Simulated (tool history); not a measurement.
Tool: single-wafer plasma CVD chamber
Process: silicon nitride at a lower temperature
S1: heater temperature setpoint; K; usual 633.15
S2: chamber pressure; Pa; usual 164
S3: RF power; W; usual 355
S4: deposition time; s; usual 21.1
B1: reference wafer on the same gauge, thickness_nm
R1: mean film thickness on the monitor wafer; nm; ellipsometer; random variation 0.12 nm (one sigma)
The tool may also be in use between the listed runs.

run,hour,S1,S2,S3,S4,B1,R1
1,0.0,633.15,164,355,19.2,26.190,23.711
2,52.1,633.15,164,355,19.2,26.277,23.721
3,115.8,633.15,164,355,21.1,26.182,25.968
4,157.8,633.15,164,355,21.1,26.137,26.200
5,258.4,633.15,164,355,21.1,26.208,25.913
6,344.2,633.15,164,385,21.1,26.170,27.693
7,440.2,633.15,164,355,21.1,26.217,26.088
# hour 507.6: capacitance manometer re-zeroed and calibrated
8,654.5,633.15,164,355,21.1,26.230,26.117
# hour 689.8: thermocouple changed; heater temperature recalibrated
9,728.0,633.15,164,355,21.1,26.208,25.925
10,812.0,633.15,164,355,21.1,26.198,26.108
# hour 887.0: gauge calibrated
11,905.3,633.15,164,295,21.1,26.164,22.566
# hour 932.4: RF generator calibrated
12,1012.8,620.15,164,420,21.1,26.214,29.452
13,1059.2,644.15,137,355,21.1,26.259,24.238
14,1135.5,633.15,148,325,18.5,26.216,20.643
# hour 1193.8: showerhead replaced
15,1238.8,627.15,164,355,21.1,26.180,26.140
16,1295.3,627.15,164,355,21.1,26.112,26.256
17,1333.9,633.15,164,355,19.7,26.173,24.394
18,1417.6,633.15,164,355,21.1,26.279,25.993
19,1502.9,621.15,145,395,25.2,26.139,32.098
20,1538.9,633.15,203,315,17.6,26.189,21.549

Forecast each of these 3 alternatives for the next run:
A,1539.3,633.15,164,355,21.1,?,?
B,1539.3,641.15,135,355,21.1,?,?
C,1539.3,640.15,137,425,17.7,?,?

run,B1,R1
A,26.231,26.066
B,26.231,23.978
C,26.231,22.944
Without the tool's hidden state the same runs would have given:
run,R1
A,26.066
B,23.978
C,22.944

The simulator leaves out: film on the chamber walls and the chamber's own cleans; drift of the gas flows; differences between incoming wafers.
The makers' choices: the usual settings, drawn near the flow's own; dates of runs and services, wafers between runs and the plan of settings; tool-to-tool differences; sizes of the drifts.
